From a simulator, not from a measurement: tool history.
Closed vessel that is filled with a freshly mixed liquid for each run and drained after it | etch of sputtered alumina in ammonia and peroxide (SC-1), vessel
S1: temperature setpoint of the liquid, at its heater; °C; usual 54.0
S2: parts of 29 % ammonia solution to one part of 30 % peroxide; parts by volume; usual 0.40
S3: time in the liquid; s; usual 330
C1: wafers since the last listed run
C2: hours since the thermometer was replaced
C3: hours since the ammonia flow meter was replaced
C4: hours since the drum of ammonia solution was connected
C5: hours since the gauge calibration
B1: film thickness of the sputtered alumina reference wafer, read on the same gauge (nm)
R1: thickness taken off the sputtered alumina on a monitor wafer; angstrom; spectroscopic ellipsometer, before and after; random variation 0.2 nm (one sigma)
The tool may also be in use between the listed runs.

run	hour	S1	S2	S3	C1	C2	C3	C4	C5	B1	R1
1	0.0	46.0	0.40	330	0	246.6	18.1	1.6	471.2	140.01	166.8
2	26.2	46.0	0.40	330	2626	272.8	44.3	27.8	497.4	140.06	167.1
3	87.7	46.0	0.40	330	6164	334.3	105.8	89.3	558.9	139.94	163.3
4	124.1	54.0	0.40	330	3648	370.7	142.2	125.7	595.3	140.01	257.3
5	195.9	54.0	0.40	330	7197	442.5	214.0	197.5	667.1	140.03	255.6
6	225.6	57.5	0.40	330	2977	472.2	243.7	227.2	696.8	139.98	305.3
7	277.9	57.5	0.40	330	5242	524.5	296.0	279.5	749.1	140.00	300.4
8	332.1	57.5	0.40	330	5432	578.7	350.2	333.7	803.3	140.00	302.8
# hour 349.3: gauge calibrated
9	395.1	54.0	0.45	330	6314	641.7	413.2	396.7	45.8	139.99	248.9
10	462.4	58.0	0.50	330	6745	709.0	480.5	464.0	113.1	139.99	311.6
11	507.9	45.5	0.20	200	4560	754.5	526.0	509.5	158.6	140.01	86.6
12	537.6	58.0	0.20	330	2977	784.2	555.7	539.2	188.3	139.97	282.2
# hour 552.6: thermometer replaced
# hour 576.1: new drum of ammonia solution connected
13	583.9	44.0	0.60	280	4440	31.3	602.0	7.8	234.6	140.03	135.1
# hour 641.9: ammonia flow meter replaced
14	654.7	54.0	0.40	330	6996	102.1	12.8	78.6	305.4	140.00	266.6
15	688.6	62.0	0.60	385	3398	136.0	46.7	112.5	339.3	140.01	489.7
16	756.9	46.0	0.30	330	6846	204.3	115.0	180.8	407.6	140.03	166.1
17	809.5	46.0	0.40	330	5272	256.9	167.6	233.4	460.2	140.00	170.0

5 ways to go on from here, each from the tool as it stands after run 17. What would each give?
A	810.2	62.5	0.40	330	70	257.6	168.3	234.1	460.9	?	?
B	810.2	47.0	0.40	440	70	257.6	168.3	234.1	460.9	?	?
C	810.2	54.0	0.40	190	70	257.6	168.3	234.1	460.9	?	?
D	810.2	61.0	0.50	420	70	257.6	168.3	234.1	460.9	?	?
E	810.2	54.0	0.55	240	70	257.6	168.3	234.1	460.9	?	?

run	B1	R1
A	140.00	411.7
B	140.00	239.5
C	140.00	152.1
D	140.00	495.7
E	140.00	198.0
Without the tool's hidden state the same runs would have given:
run	R1
A	426.5
B	249.1
C	157.9
D	513.8
E	205.5
